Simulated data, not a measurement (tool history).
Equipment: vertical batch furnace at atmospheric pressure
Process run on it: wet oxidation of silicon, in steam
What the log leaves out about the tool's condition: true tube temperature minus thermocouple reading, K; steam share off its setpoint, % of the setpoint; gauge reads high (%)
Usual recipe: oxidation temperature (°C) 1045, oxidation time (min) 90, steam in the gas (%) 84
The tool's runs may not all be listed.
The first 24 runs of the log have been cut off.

run,day,oxidation temperature (°C),oxidation time (min),steam in the gas (%),wafers since the last listed run,hours since the last temperature calibration,hours since the steam generator was serviced,hours since the gauge calibration,"read-back reference wafer on the same gauge, thickness",oxide thickness on the monitor wafer (Å)
25,79.354,1024,135,84,849,776,122.2,944.5,870.51,8464.7
26,82.717,1045,90,84,877,856.7,202.9,1025.2,870.73,7370.5
27,86.554,1045,113,84,1001,948.8,295,1117.3,871.18,8403.3
28,89.396,1028,90,84,741,1017,363.2,1185.5,870.93,6750.4
29,91.979,1054,102,84,674,1079,425.2,1247.5,871.32,8297.1
30,99.775,1045,90,84,2034,1266.1,612.3,1434.6,871.04,7406
31,102.292,1061,108,91,656,1326.5,672.7,1495,871.56,9224.5
32,105.825,1060,90,84,922,1411.3,757.5,1579.8,870.78,7913.7

Run 33 is up next; what results do you expect?
33,109.921,1045,90,84,1069,1509.6,855.8,1678.1,?,?

For run 33 the tool returned read-back reference wafer on the same gauge, thickness 871.25, oxide thickness on the monitor wafer (Å) 7410.1.
With no hidden state in the tool, this same run would have given oxide thickness on the monitor wafer (Å) 7306.9.
